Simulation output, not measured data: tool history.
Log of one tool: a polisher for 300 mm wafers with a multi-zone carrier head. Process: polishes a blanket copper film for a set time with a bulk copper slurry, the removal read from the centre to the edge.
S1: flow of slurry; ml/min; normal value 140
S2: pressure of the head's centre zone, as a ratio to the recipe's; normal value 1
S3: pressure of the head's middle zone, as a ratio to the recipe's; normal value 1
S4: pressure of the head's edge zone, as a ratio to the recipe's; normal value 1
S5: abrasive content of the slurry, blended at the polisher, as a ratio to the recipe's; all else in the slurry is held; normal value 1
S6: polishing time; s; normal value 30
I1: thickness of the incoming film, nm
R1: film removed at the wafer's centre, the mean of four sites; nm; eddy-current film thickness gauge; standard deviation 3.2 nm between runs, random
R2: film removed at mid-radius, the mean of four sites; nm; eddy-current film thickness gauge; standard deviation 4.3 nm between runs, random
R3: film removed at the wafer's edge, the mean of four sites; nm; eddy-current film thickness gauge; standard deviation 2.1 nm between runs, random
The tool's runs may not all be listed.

run 1 day=0 | S1=140 S2=1 S3=1 S4=1 S5=1 S6=30 | I1=4228.2 | R1=305.8 R2=303.3 R3=298.4
run 2 day=1.533 | S1=140 S2=1 S3=1 S4=1 S5=1 S6=30 | I1=4247.6 | R1=303.1 R2=289.3 R3=295.3
run 3 day=4.558 | S1=140 S2=1 S3=1 S4=1 S5=1 S6=30 | I1=4245.3 | R1=295.5 R2=300.1 R3=298.1
run 4 day=8.054 | S1=140 S2=1 S3=1 S4=1 S5=1 S6=30 | I1=4329.1 | R1=310.1 R2=293.4 R3=297
-- day=8.804 edge zone pressure recalibrated
run 5 day=11.983 | S1=140 S2=1 S3=1 S4=1 S5=1 S6=30 | I1=4306.4 | R1=309.9 R2=304 R3=299.9
-- day=15.929 slurry nozzle cleaned
-- day=17.075 worn pad replaced by a new one
run 6 day=18.667 | S1=140 S2=1 S3=1 S4=1 S5=1 S6=30 | I1=4239.3 | R1=316.1 R2=297.5 R3=301.2
run 7 day=21.7 | S1=140 S2=1 S3=1 S4=1 S5=1 S6=30 | I1=4327.3 | R1=316 R2=308.3 R3=298.2
run 8 day=25.825 | S1=140 S2=1 S3=1 S4=0.88 S5=1 S6=24 | I1=4179 | R1=258.4 R2=240 R3=227.5
-- day=29.242 centre zone pressure recalibrated
run 9 day=29.317 | S1=90 S2=1.09 S3=1 S4=1 S5=1.15 S6=30 | I1=4245 | R1=286.4 R2=273.6 R3=284.1
-- day=31.846 carrier head's membrane replaced by a new one
run 10 day=32.633 | S1=125 S2=1 S3=1.11 S4=1 S5=1 S6=37 | I1=4185.1 | R1=364.8 R2=386.5 R3=363.4
-- day=33.446 worn pad replaced by a new one
-- day=36.629 edge zone pressure recalibrated
run 11 day=37.083 | S1=140 S2=0.88 S3=1.08 S4=1 S5=0.8 S6=30 | I1=4316.2 | R1=262.6 R2=303.8 R3=276.8
-- day=38.7 slurry nozzle cleaned
run 12 day=39.538 | S1=105 S2=1 S3=1 S4=1 S5=1 S6=30 | I1=4268.1 | R1=274.5 R2=283.4 R3=286.6
run 13 day=41.538 | S1=180 S2=1 S3=1 S4=0.92 S5=1 S6=30 | I1=4285.9 | R1=317.3 R2=320.6 R3=300.5
run 14 day=43.55 | S1=140 S2=1 S3=1 S4=1 S5=1.15 S6=30 | I1=4289.5 | R1=315.1 R2=309.8 R3=308.9
run 15 day=45.05 | S1=140 S2=1 S3=1 S4=1 S5=1 S6=30 | I1=4178.1 | R1=299.3 R2=296.7 R3=299.6
run 16 day=48.796 | S1=140 S2=1 S3=1 S4=1 S5=1 S6=30 | I1=4327.7 | R1=306.1 R2=302.8 R3=295.9
run 17 day=50.679 | S1=95 S2=1.07 S3=0.89 S4=1.06 S5=1 S6=30 | I1=4303.9 | R1=286.5 R2=245.3 R3=283.4

Run 18, settings as shown, results not yet in. Your forecast:
-- day=53.021 worn pad replaced by a new one
run 18 day=53.792 | S1=140 S2=1 S3=1 S4=1.04 S5=1 S6=30 | I1=4314.5 | R1=? R2=? R3=?

Run 18 produced R1 306.5 nm, R2 291.5 nm, R3 305 nm.
Minus the tool's unlogged condition, the same run would have read R1 297.5 nm, R2 291.6 nm, R3 305 nm.
